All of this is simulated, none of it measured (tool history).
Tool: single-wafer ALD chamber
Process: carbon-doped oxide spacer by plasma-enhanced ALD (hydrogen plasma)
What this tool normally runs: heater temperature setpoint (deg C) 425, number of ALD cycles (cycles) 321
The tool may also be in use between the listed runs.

run	hour	heater temperature setpoint (deg C)	number of ALD cycles (cycles)	read-back reference wafer on the same gauge, thickness_nm	mean film thickness on the monitor wafer (nm)
1	0	433	321	12.701	14.189
2	40.9	433	321	12.7	14.201
3	106.1	425	321	12.699	14.458
4	148.6	425	321	12.697	14.446
5	191.8	425	321	12.701	14.488
6	226.8	425	321	12.697	14.487
7	289.7	425	321	12.705	14.448
8	352.9	425	321	12.699	14.487
# hour 420.1: gauge calibrated
9	426	425	321	12.702	14.444
10	465.3	425	321	12.702	14.49
11	515.8	425	297	12.703	13.419
12	556.4	425	297	12.702	13.405
13	619.5	425	321	12.701	14.463
14	668.8	425	321	12.701	14.526
15	693	425	381	12.699	17.139
16	732.2	425	376	12.705	17.015
# hour 769.3: thermocouple changed; heater temperature recalibrated
17	769.8	440	355	12.701	15.364
18	821.7	425	270	12.702	12.248
19	887.1	425	297	12.703	13.367
20	927	425	379	12.701	17.109
21	957.3	438	263	12.701	11.416
22	1011.2	417	260	12.702	12.015
23	1059.8	434	345	12.69	15.082
24	1103.7	436	280	12.7	12.245
25	1134.5	425	363	12.707	16.319
26	1243	432	369	12.701	16.277

Consider 4 possible next runs. They are alternatives, not a sequence: every one starts from the tool as it was left by run 26. What does each give?
A	1243.9	415	321	?	?
B	1243.9	430	356	?	?
C	1243.9	430	347	?	?
D	1243.9	416	321	?	?

run	read-back reference wafer on the same gauge, thickness_nm	mean film thickness on the monitor wafer (nm)
A	12.701	14.982
B	12.701	15.924
C	12.701	15.522
D	12.701	14.941
The same runs, with their run-to-run variation unchanged, on a tool lacking any hidden condition would have given:
run	mean film thickness on the monitor wafer (nm)
A	14.982
B	15.924
C	15.522
D	14.941
